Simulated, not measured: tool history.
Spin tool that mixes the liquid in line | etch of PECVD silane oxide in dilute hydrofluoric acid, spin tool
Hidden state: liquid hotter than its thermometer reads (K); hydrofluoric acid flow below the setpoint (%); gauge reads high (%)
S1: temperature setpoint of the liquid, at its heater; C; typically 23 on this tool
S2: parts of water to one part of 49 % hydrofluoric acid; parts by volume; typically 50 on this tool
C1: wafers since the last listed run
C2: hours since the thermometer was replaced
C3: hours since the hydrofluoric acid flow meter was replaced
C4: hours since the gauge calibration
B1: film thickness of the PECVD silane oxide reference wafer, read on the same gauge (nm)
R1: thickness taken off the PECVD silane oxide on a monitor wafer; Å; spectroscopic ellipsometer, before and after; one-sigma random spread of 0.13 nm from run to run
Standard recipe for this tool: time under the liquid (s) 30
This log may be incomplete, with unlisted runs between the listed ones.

run 1 day=0 | S1=20 S2=50 time_under_the_liquid_(s)=30 | C1=0 C2=694.8 C3=1462.7 C4=26.5 | B1=39.99 | R1=152.4
run 2 day=0.504 | S1=23 S2=35 time_under_the_liquid_(s)=30 | C1=169 C2=706.9 C3=1474.8 C4=38.6 | B1=40 | R1=251.4
run 3 day=1.038 | S1=23 S2=35 time_under_the_liquid_(s)=30 | C1=179 C2=719.7 C3=1487.6 C4=51.4 | B1=39.98 | R1=253
run 4 day=1.75 | S1=23 S2=50 time_under_the_liquid_(s)=30 | C1=239 C2=736.8 C3=1504.7 C4=68.5 | B1=39.97 | R1=174.6
run 5 day=2.633 | S1=23 S2=50 time_under_the_liquid_(s)=30 | C1=296 C2=758 C3=1525.9 C4=89.7 | B1=40.02 | R1=172.5
run 6 day=2.979 | S1=23 S2=50 time_under_the_liquid_(s)=30 | C1=116 C2=766.3 C3=1534.2 C4=98 | B1=40 | R1=174.4
run 7 day=3.329 | S1=23 S2=50 time_under_the_liquid_(s)=30 | C1=117 C2=774.7 C3=1542.6 C4=106.4 | B1=39.99 | R1=175.9
run 8 day=3.867 | S1=23 S2=50 time_under_the_liquid_(s)=30 | C1=180 C2=787.6 C3=1555.5 C4=119.3 | B1=39.99 | R1=174.8
run 9 day=4.55 | S1=23 S2=50 time_under_the_liquid_(s)=30 | C1=229 C2=804 C3=1571.9 C4=135.7 | B1=40.01 | R1=174.8
run 10 day=4.867 | S1=23 S2=50 time_under_the_liquid_(s)=30 | C1=106 C2=811.6 C3=1579.5 C4=143.3 | B1=39.97 | R1=173.9
-- day=5.192 hydrofluoric acid flow meter replaced
-- day=5.517 thermometer replaced
run 11 day=5.538 | S1=23 S2=50 time_under_the_liquid_(s)=30 | C1=197 C2=0.5 C3=8.3 C4=159.4 | B1=40.02 | R1=154.9
run 12 day=5.842 | S1=18.5 S2=50 time_under_the_liquid_(s)=30 | C1=102 C2=7.8 C3=15.6 C4=166.7 | B1=40 | R1=131
run 13 day=6.233 | S1=23 S2=65 time_under_the_liquid_(s)=15 | C1=131 C2=17.2 C3=25 C4=176.1 | B1=39.98 | R1=58.5
-- day=7.142 gauge calibrated
run 14 day=7.542 | S1=23 S2=65 time_under_the_liquid_(s)=15 | C1=439 C2=48.6 C3=56.4 C4=9.6 | B1=40.01 | R1=59.7
run 15 day=8.158 | S1=23 S2=50 time_under_the_liquid_(s)=40 | C1=207 C2=63.4 C3=71.2 C4=24.4 | B1=39.99 | R1=210.7
run 16 day=8.583 | S1=23 S2=50 time_under_the_liquid_(s)=15 | C1=142 C2=73.6 C3=81.4 C4=34.6 | B1=40.01 | R1=78.9
run 17 day=8.983 | S1=23 S2=65 time_under_the_liquid_(s)=30 | C1=134 C2=83.2 C3=91 C4=44.2 | B1=40 | R1=118
run 18 day=9.692 | S1=26 S2=35 time_under_the_liquid_(s)=40 | C1=237 C2=100.2 C3=108 C4=61.2 | B1=40 | R1=350.8
run 19 day=10.046 | S1=18.5 S2=50 time_under_the_liquid_(s)=30 | C1=118 C2=108.7 C3=116.5 C4=69.7 | B1=39.98 | R1=131.4
run 20 day=10.529 | S1=21.5 S2=70 time_under_the_liquid_(s)=15 | C1=162 C2=120.3 C3=128.1 C4=81.3 | B1=40.01 | R1=52.4
run 21 day=11.067 | S1=23 S2=50 time_under_the_liquid_(s)=30 | C1=180 C2=133.2 C3=141 C4=94.2 | B1=40 | R1=160
run 22 day=11.392 | S1=23 S2=50 time_under_the_liquid_(s)=30 | C1=109 C2=141 C3=148.8 C4=102 | B1=40.02 | R1=158.7
run 23 day=12.121 | S1=23 S2=50 time_under_the_liquid_(s)=20 | C1=244 C2=158.5 C3=166.3 C4=119.5 | B1=40.02 | R1=104.7

For each run, what was the tool's unlogged condition?
hydrofluoric acid flow below the setpoint (%): 0 across all the runs
gauge reads high (%): 0 across all the runs
H1: liquid hotter than its thermometer reads (K)
run=1 H1=2.37
run=2 H1=2.41
run=3 H1=2.46
run=4 H1=2.52
run=5 H1=2.59
run=6 H1=2.62
run=7 H1=2.64
run=8 H1=2.69
run=9 H1=2.74
run=10 H1=2.77
run=11 H1=0.045
run=12 H1=0.0699
run=13 H1=0.102
run=14 H1=0.209
run=15 H1=0.259
run=16 H1=0.294
run=17 H1=0.327
run=18 H1=0.385
run=19 H1=0.414
run=20 H1=0.453
run=21 H1=0.497
run=22 H1=0.524
run=23 H1=0.583

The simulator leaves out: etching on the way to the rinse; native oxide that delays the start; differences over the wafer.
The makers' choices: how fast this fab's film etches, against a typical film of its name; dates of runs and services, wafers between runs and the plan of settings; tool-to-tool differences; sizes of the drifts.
